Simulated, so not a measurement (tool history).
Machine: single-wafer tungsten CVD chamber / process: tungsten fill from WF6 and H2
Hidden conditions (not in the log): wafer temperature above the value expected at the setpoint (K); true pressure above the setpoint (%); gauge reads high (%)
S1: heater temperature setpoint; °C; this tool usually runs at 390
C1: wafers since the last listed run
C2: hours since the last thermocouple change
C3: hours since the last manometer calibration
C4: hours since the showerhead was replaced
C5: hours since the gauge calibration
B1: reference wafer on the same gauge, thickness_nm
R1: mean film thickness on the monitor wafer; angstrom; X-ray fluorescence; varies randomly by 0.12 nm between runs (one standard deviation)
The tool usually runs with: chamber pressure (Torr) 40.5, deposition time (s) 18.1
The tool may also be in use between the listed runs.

run 1 hour=0 | S1=390 chamber_pressure_(Torr)=40.5 deposition_time_(s)=18.1 | C1=0 C2=1059.5 C3=771.5 C4=1776.6 C5=1925.5 | B1=55.905 | R1=480.59
run 2 hour=60.3 | S1=390 chamber_pressure_(Torr)=40.5 deposition_time_(s)=18.1 | C1=1269 C2=1119.8 C3=831.8 C4=1836.9 C5=1985.8 | B1=55.91 | R1=481.76
run 3 hour=108.2 | S1=390 chamber_pressure_(Torr)=40.5 deposition_time_(s)=18.1 | C1=1008 C2=1167.7 C3=879.7 C4=1884.8 C5=2033.7 | B1=55.927 | R1=479.23
run 4 hour=196.7 | S1=390 chamber_pressure_(Torr)=40.5 deposition_time_(s)=18.1 | C1=1863 C2=1256.2 C3=968.2 C4=1973.3 C5=2122.2 | B1=55.884 | R1=479.41
run 5 hour=245.6 | S1=390 chamber_pressure_(Torr)=40.5 deposition_time_(s)=18.1 | C1=1029 C2=1305.1 C3=1017.1 C4=2022.2 C5=2171.1 | B1=55.931 | R1=481.51
run 6 hour=336.3 | S1=383 chamber_pressure_(Torr)=40.5 deposition_time_(s)=18.1 | C1=1909 C2=1395.8 C3=1107.8 C4=2112.9 C5=2261.8 | B1=55.896 | R1=409.79
run 7 hour=390.8 | S1=383 chamber_pressure_(Torr)=40.5 deposition_time_(s)=18.1 | C1=1147 C2=1450.3 C3=1162.3 C4=2167.4 C5=2316.3 | B1=55.906 | R1=411.55
run 8 hour=465.3 | S1=390 chamber_pressure_(Torr)=33.2 deposition_time_(s)=18.1 | C1=1568 C2=1524.8 C3=1236.8 C4=2241.9 C5=2390.8 | B1=55.919 | R1=442.08
-- hour=510.1 gauge calibrated
run 9 hour=541.6 | S1=390 chamber_pressure_(Torr)=33.2 deposition_time_(s)=18.1 | C1=1606 C2=1601.1 C3=1313.1 C4=2318.2 C5=31.5 | B1=55.929 | R1=440.58
run 10 hour=587.8 | S1=390 chamber_pressure_(Torr)=40.5 deposition_time_(s)=15.4 | C1=972 C2=1647.3 C3=1359.3 C4=2364.4 C5=77.7 | B1=55.894 | R1=407.06
run 11 hour=659.9 | S1=390 chamber_pressure_(Torr)=45.8 deposition_time_(s)=18.1 | C1=1518 C2=1719.4 C3=1431.4 C4=2436.5 C5=149.8 | B1=55.928 | R1=504.73
run 12 hour=747.4 | S1=390 chamber_pressure_(Torr)=45.8 deposition_time_(s)=18.1 | C1=1842 C2=1806.9 C3=1518.9 C4=2524 C5=237.3 | B1=55.952 | R1=505.01
run 13 hour=852.3 | S1=378 chamber_pressure_(Torr)=40.5 deposition_time_(s)=14.6 | C1=2209 C2=1911.8 C3=1623.8 C4=2628.9 C5=342.2 | B1=55.925 | R1=295.27
-- hour=961.6 capacitance manometer re-zeroed and calibrated
run 14 hour=981.5 | S1=390 chamber_pressure_(Torr)=50.1 deposition_time_(s)=17 | C1=2552 C2=2041 C3=19.9 C4=2758.1 C5=471.4 | B1=55.933 | R1=492.59
run 15 hour=1077.3 | S1=385 chamber_pressure_(Torr)=32 deposition_time_(s)=18.1 | C1=2017 C2=2136.8 C3=115.7 C4=2853.9 C5=567.2 | B1=55.93 | R1=387.76
run 16 hour=1171.4 | S1=390 chamber_pressure_(Torr)=40.5 deposition_time_(s)=14.8 | C1=1981 C2=2230.9 C3=209.8 C4=2948 C5=661.3 | B1=55.874 | R1=391.82
-- hour=1259.1 thermocouple changed; heater temperature recalibrated
run 17 hour=1263.3 | S1=390 chamber_pressure_(Torr)=35.3 deposition_time_(s)=19.3 | C1=1766 C2=4.2 C3=301.7 C4=3039.9 C5=753.2 | B1=55.799 | R1=482.66
run 18 hour=1503.8 | S1=390 chamber_pressure_(Torr)=40.5 deposition_time_(s)=18.1 | C1=5064 C2=244.7 C3=542.2 C4=3280.4 C5=993.7 | B1=55.907 | R1=479.47
run 19 hour=1598.7 | S1=390 chamber_pressure_(Torr)=37.6 deposition_time_(s)=18.1 | C1=1998 C2=339.6 C3=637.1 C4=3375.3 C5=1088.6 | B1=55.82 | R1=466.43
run 20 hour=1697.8 | S1=390 chamber_pressure_(Torr)=32 deposition_time_(s)=18.1 | C1=2086 C2=438.7 C3=736.2 C4=3474.4 C5=1187.7 | B1=55.922 | R1=434.44
run 21 hour=1758.3 | S1=402 chamber_pressure_(Torr)=40.5 deposition_time_(s)=18.1 | C1=1274 C2=499.2 C3=796.7 C4=3534.9 C5=1248.2 | B1=55.853 | R1=619.32
run 22 hour=1829.1 | S1=383 chamber_pressure_(Torr)=40.5 deposition_time_(s)=21.4 | C1=1490 C2=570 C3=867.5 C4=3605.7 C5=1319 | B1=55.87 | R1=484.89
-- hour=1867.4 showerhead replaced
run 23 hour=1899.2 | S1=390 chamber_pressure_(Torr)=40.5 deposition_time_(s)=15.5 | C1=1307 C2=640.1 C3=937.6 C4=31.8 C5=1389.1 | B1=55.943 | R1=411.88
run 24 hour=1951.6 | S1=390 chamber_pressure_(Torr)=40.5 deposition_time_(s)=18.1 | C1=1103 C2=692.5 C3=990 C4=84.2 C5=1441.5 | B1=55.839 | R1=481.01
run 25 hour=1996.8 | S1=385 chamber_pressure_(Torr)=46.1 deposition_time_(s)=16.6 | C1=951 C2=737.7 C3=1035.2 C4=129.4 C5=1486.7 | B1=55.859 | R1=416
run 26 hour=2060.9 | S1=377 chamber_pressure_(Torr)=37.3 deposition_time_(s)=20.6 | C1=1349 C2=801.8 C3=1099.3 C4=193.5 C5=1550.8 | B1=55.898 | R1=392.33
run 27 hour=2118.6 | S1=382 chamber_pressure_(Torr)=47.7 deposition_time_(s)=18.1 | C1=1215 C2=859.5 C3=1157 C4=251.2 C5=1608.5 | B1=55.858 | R1=427.96
run 28 hour=2236.2 | S1=390 chamber_pressure_(Torr)=35.6 deposition_time_(s)=19.7 | C1=2476 C2=977.1 C3=1274.6 C4=368.8 C5=1726.1 | B1=55.842 | R1=495.37
run 29 hour=2316.5 | S1=376 chamber_pressure_(Torr)=49.6 deposition_time_(s)=21.6 | C1=1690 C2=1057.4 C3=1354.9 C4=449.1 C5=1806.4 | B1=55.972 | R1=454.17
run 30 hour=2393.7 | S1=381 chamber_pressure_(Torr)=33.9 deposition_time_(s)=18.1 | C1=1625 C2=1134.6 C3=1432.1 C4=526.3 C5=1883.6 | B1=55.903 | R1=362.45
-- hour=2429 capacitance manometer re-zeroed and calibrated
run 31 hour=2495.6 | S1=390 chamber_pressure_(Torr)=40.5 deposition_time_(s)=18.1 | C1=1977 C2=1236.5 C3=66.6 C4=628.2 C5=1985.5 | B1=55.85 | R1=480.53
run 32 hour=2553.8 | S1=390 chamber_pressure_(Torr)=40.5 deposition_time_(s)=18.1 | C1=1225 C2=1294.7 C3=124.8 C4=686.4 C5=2043.7 | B1=55.854 | R1=479.78
run 33 hour=2624.2 | S1=390 chamber_pressure_(Torr)=40.5 deposition_time_(s)=15.5 | C1=1482 C2=1365.1 C3=195.2 C4=756.8 C5=2114.1 | B1=55.868 | R1=411.96

Take each entry between the runs: how does the hidden state at the last listed run before it differ from the hidden state at the first listed run after it?
From run 8 to run 9: gauge calibrated (hour 510.1)
  no difference in the tool's unlogged condition between these two runs
From run 13 to run 14: capacitance manometer re-zeroed and calibrated (hour 961.6)
  no difference in the tool's unlogged condition between these two runs
From run 16 to run 17: thermocouple changed; heater temperature recalibrated (hour 1259.1)
  no difference in the tool's unlogged condition between these two runs
From run 22 to run 23: showerhead replaced (hour 1867.4)
  no difference in the tool's unlogged condition between these two runs
From run 30 to run 31: capacitance manometer re-zeroed and calibrated (hour 2429)
  no difference in the tool's unlogged condition between these two runs
